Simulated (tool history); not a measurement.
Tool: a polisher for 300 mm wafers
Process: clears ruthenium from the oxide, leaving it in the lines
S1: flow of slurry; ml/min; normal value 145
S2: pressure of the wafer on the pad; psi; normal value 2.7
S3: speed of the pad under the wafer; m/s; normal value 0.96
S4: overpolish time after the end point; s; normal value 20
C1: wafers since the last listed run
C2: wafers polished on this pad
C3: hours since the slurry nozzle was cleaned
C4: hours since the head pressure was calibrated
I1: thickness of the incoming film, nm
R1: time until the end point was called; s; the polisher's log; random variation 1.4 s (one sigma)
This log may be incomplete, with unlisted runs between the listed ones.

Run 1, day 0.000: usual settings; C1 0; C2 817; C3 310.4; C4 287.4; I1 140.0. Result: R1 120.9 s.
Run 2, day 1.842: usual settings but S4 14 s; C1 405; C2 1222; C3 354.6; C4 331.6; I1 140.2. Result: R1 123.3 s.
Run 3, day 4.029: usual settings but S2 3.2 psi; C1 481; C2 1703; C3 407.1; C4 384.1; I1 138.9. Result: R1 102.5 s.
Run 4, day 5.575: usual settings; C1 340; C2 2044; C3 444.2; C4 421.2; I1 139.7. Result: R1 123.0 s.
Run 5, day 7.754: usual settings; C1 479; C2 2523; C3 496.5; C4 473.5; I1 137.7. Result: R1 121.7 s.
Run 6, day 9.121: usual settings; C1 300; C2 2824; C3 529.3; C4 506.3; I1 140.6. Result: R1 123.0 s.
Run 7, day 11.392: usual settings but S2 2.2 psi; C1 499; C2 3324; C3 583.8; C4 560.8; I1 140.9. Result: R1 150.7 s.
Run 8, day 14.104: usual settings; C1 597; C2 3921; C3 648.9; C4 625.9; I1 140.9. Result: R1 125.9 s.
Run 9, day 15.933: usual settings; C1 402; C2 4323; C3 692.8; C4 669.8; I1 138.1. Result: R1 124.0 s.
At day 16.733: slurry nozzle cleaned.
At day 18.425: worn pad replaced by a new one.
Run 10, day 18.750: usual settings; C1 574; C2 71; C3 48.4; C4 737.4; I1 139.1. Result: R1 114.4 s.
Run 11, day 21.096: usual settings; C1 516; C2 587; C3 104.7; C4 793.7; I1 140.6. Result: R1 114.4 s.
Run 12, day 23.667: usual settings; C1 565; C2 1153; C3 166.4; C4 855.4; I1 138.5. Result: R1 114.8 s.
At day 24.946: head pressure recalibrated.
Run 13, day 27.579: usual settings; C1 842; C2 1996; C3 260.3; C4 63.2; I1 141.2. Result: R1 121.9 s.
Run 14, day 32.438: usual settings; C1 1069; C2 3065; C3 376.9; C4 179.8; I1 139.5. Result: R1 122.0 s.
Run 15, day 34.871: usual settings; C1 535; C2 3601; C3 435.3; C4 238.2; I1 140.6. Result: R1 123.6 s.
At day 37.325: worn pad replaced by a new one.
Run 16, day 37.346: usual settings; C1 508; C2 4; C3 494.7; C4 297.6; I1 138.3. Result: R1 121.1 s.
Run 17, day 39.108: usual settings but S1 100 ml/min, S2 3.0 psi, S4 12 s; C1 387; C2 392; C3 537.0; C4 339.9; I1 136.9. Result: R1 121.8 s.
Run 18, day 41.842: usual settings but S1 190 ml/min, S2 2.2 psi, S3 1.16 m/s, S4 28 s; C1 601; C2 994; C3 602.6; C4 405.5; I1 139.8. Result: R1 116.5 s.
Run 19, day 43.158: usual settings but S1 165 ml/min, S3 0.64 m/s; C1 289; C2 1283; C3 634.2; C4 437.1; I1 138.6. Result: R1 179.4 s.
Run 20, day 45.029: usual settings but S1 125 ml/min, S2 3.4 psi, S3 1.28 m/s, S4 9 s; C1 411; C2 1695; C3 679.1; C4 482.0; I1 142.0. Result: R1 80.4 s.
Run 21, day 46.900: usual settings; C1 411; C2 2107; C3 724.0; C4 526.9; I1 137.9. Result: R1 123.6 s.
Run 22, day 48.908: usual settings but S1 100 ml/min, S2 3.5 psi, S4 13 s; C1 442; C2 2549; C3 772.2; C4 575.1; I1 140.3. Result: R1 109.2 s.
Run 23, day 51.333: usual settings but S1 130 ml/min; C1 533; C2 3083; C3 830.4; C4 633.3; I1 140.3. Result: R1 128.6 s.
At day 52.462: slurry nozzle cleaned.
Run 24, day 53.779: usual settings; C1 529; C2 3612; C3 31.6; C4 692.0; I1 139.7. Result: R1 112.0 s.
At day 55.583: worn pad replaced by a new one.
Run 25, day 62.550: usual settings; C1 1893; C2 1532; C3 242.1; C4 902.5; I1 140.2. Result: R1 120.2 s.
Run 26, day 63.967: usual settings but S3 1.10 m/s; C1 311; C2 1844; C3 276.1; C4 936.5; I1 142.6. Result: R1 102.9 s.
Run 27, day 65.321: usual settings but S2 3.5 psi, S3 0.62 m/s, S4 30 s; C1 298; C2 2142; C3 308.6; C4 969.0; I1 141.4. Result: R1 147.2 s.
At day 70.129: head pressure recalibrated.
At day 74.179: worn pad replaced by a new one.
Run 28, day 74.200: usual settings; C1 1899; C2 4; C3 521.7; C4 97.7; I1 140.6. Result: R1 123.8 s.
Run 29, day 75.483: usual settings but S3 1.28 m/s, S4 9 s; C1 282; C2 287; C3 552.5; C4 128.5; I1 139.1. Result: R1 92.3 s.
Run 30, day 76.738: usual settings but S1 130 ml/min, S4 31 s; C1 276; C2 563; C3 582.6; C4 158.6; I1 139.8. Result: R1 126.5 s.
Run 31, day 77.975: usual settings; C1 272; C2 835; C3 612.3; C4 188.3; I1 141.0. Result: R1 123.6 s.
Run 32, day 79.912: usual settings but S2 1.9 psi, S4 8 s; C1 426; C2 1262; C3 658.8; C4 234.8; I1 137.9. Result: R1 166.1 s.
Run 33, day 81.508: usual settings; C1 351; C2 1613; C3 697.1; C4 273.1; I1 137.8. Result: R1 121.4 s.
Run 34, day 83.883: usual settings; C1 522; C2 2136; C3 754.1; C4 330.1; I1 142.9. Result: R1 129.3 s.
Run 35, day 85.262: usual settings but S2 3.1 psi, S3 0.68 m/s, S4 9 s; C1 303; C2 2439; C3 787.2; C4 363.2; I1 139.9. Result: R1 156.8 s.
At day 87.346: slurry nozzle cleaned.
Run 36, day 87.692: usual settings but S2 2.0 psi; C1 525; C2 2965; C3 8.3; C4 421.5; I1 141.3. Result: R1 144.6 s.
Run 37, day 90.196: usual settings but S1 110 ml/min; C1 551; C2 3516; C3 68.4; C4 481.6; I1 140.0. Result: R1 122.2 s.

Below are 4 alternative next runs, each starting from the tool's condition after run 37. Predict each:
Run A, day 90.217: usual settings but S2 1.9 psi; C1 4; C2 3520; C3 68.9; C4 482.1; I1 138.4. Result: R1 ?.
Run B, day 90.217: usual settings but S2 3.5 psi; C1 4; C2 3520; C3 68.9; C4 482.1; I1 138.4. Result: R1 ?.
Run C, day 90.217: usual settings but S4 26 s; C1 4; C2 3520; C3 68.9; C4 482.1; I1 138.4. Result: R1 ?.
Run D, day 90.217: usual settings but S1 115 ml/min, S2 3.1 psi, S3 1.08 m/s, S4 30 s; C1 4; C2 3520; C3 68.9; C4 482.1; I1 138.4. Result: R1 ?.

run     R1
  A  154.1
  B   88.1
  C  112.1
  D   92.3
Had the tool no hidden state, the same runs would have come out as:
run     R1
  A  150.1
  B   85.9
  C  109.2
  D   89.4
